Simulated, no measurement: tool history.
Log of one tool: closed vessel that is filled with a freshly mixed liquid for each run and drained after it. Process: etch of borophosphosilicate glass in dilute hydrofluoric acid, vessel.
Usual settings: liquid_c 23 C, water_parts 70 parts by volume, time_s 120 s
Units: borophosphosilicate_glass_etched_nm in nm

| run | hour | liquid_c | water_parts | time_s | read-back film thickness of the borophosphosilicate glass reference wafer, read on the same gauge (nm) | borophosphosilicate_glass_etched_nm |
|---|---|---|---|---|---|---|
| 1 | 0 | 25.5 | 70 | 120 | 30.02 | 47.96 |
| 2 | 17.8 | 21 | 70 | 120 | 30.01 | 39.78 |
| 3 | 33.2 | 21 | 70 | 120 | 30.02 | 39.17 |
| 4 | 54.7 | 23 | 85 | 120 | 30 | 34.59 |
| 5 | 79.4 | 23 | 70 | 120 | 29.97 | 42.98 |
| 6 | 91.5 | 23 | 70 | 120 | 30 | 42.8 |
| 7 | 107.1 | 23 | 70 | 120 | 29.99 | 42.67 |
| 8 | 129.2 | 23 | 100 | 120 | 30 | 28.36 |
| 9 | 158.3 | 23 | 60 | 120 | 30.02 | 49.62 |
| 10 | 174.9 | 23 | 60 | 120 | 30.01 | 49.83 |
|  | 200.5 | hydrofluoric acid flow meter replaced |
| 11 | 205.9 | 23 | 60 | 120 | 29.98 | 52.87 |
|  | 208.7 | gauge calibrated |
| 12 | 234.1 | 23 | 70 | 120 | 30 | 43.98 |
| 13 | 258.6 | 23 | 70 | 120 | 29.98 | 43.65 |
| 14 | 286.4 | 24.5 | 55 | 90 | 30 | 45.19 |
| 15 | 308.6 | 23 | 70 | 120 | 29.98 | 43.06 |
| 16 | 326.3 | 18.5 | 85 | 120 | 30 | 29 |
|  | 337.1 | thermometer replaced |
| 17 | 362.2 | 28 | 70 | 120 | 30 | 56.2 |
| 18 | 391.8 | 23 | 40 | 65 | 29.98 | 45.48 |
| 19 | 409.3 | 24.5 | 70 | 120 | 29.99 | 49 |
| 20 | 429.8 | 27.5 | 70 | 75 | 29.97 | 34.62 |
| 21 | 461.4 | 23 | 70 | 75 | 30.02 | 28.31 |
| 22 | 489.5 | 23 | 70 | 120 | 30.02 | 46.08 |
| 23 | 513.3 | 19.5 | 60 | 100 | 30 | 38.46 |
| 24 | 527.3 | 19.5 | 95 | 80 | 30 | 18.32 |
| 25 | 549.7 | 25.5 | 70 | 120 | 30 | 49.94 |
| 26 | 566.9 | 23 | 70 | 70 | 29.97 | 26.36 |
| 27 | 596.2 | 23 | 70 | 160 | 30.01 | 59.91 |
| 28 | 611.4 | 20.5 | 60 | 145 | 29.97 | 56.37 |
| 29 | 676 | 25 | 55 | 120 | 29.99 | 61.97 |
| 30 | 781.6 | 23 | 95 | 120 | 29.98 | 31.13 |
| 31 | 816.1 | 19 | 95 | 80 | 30 | 17.26 |
| 32 | 839.5 | 23 | 40 | 65 | 30.01 | 42.19 |
| 33 | 909.5 | 23 | 70 | 165 | 30 | 57.63 |

3 ways to go on from here, each from the tool as it stands after run 33. What would each give?
| A | 910.2 | 23 | 50 | 120 | ? | ? |
| B | 910.2 | 19 | 70 | 120 | ? | ? |
| C | 910.2 | 23 | 55 | 120 | ? | ? |

| run | read-back film thickness of the borophosphosilicate glass reference wafer, read on the same gauge (nm) | borophosphosilicate_glass_etched_nm |
|---|---|---|
| A | 30.01 | 61.08 |
| B | 30.01 | 35.95 |
| C | 30.01 | 55.15 |
Without the tool's hidden state the same runs would have given:
| run | borophosphosilicate_glass_etched_nm |
|---|---|
| A | 69.31 |
| B | 40.87 |
| C | 62.6 |

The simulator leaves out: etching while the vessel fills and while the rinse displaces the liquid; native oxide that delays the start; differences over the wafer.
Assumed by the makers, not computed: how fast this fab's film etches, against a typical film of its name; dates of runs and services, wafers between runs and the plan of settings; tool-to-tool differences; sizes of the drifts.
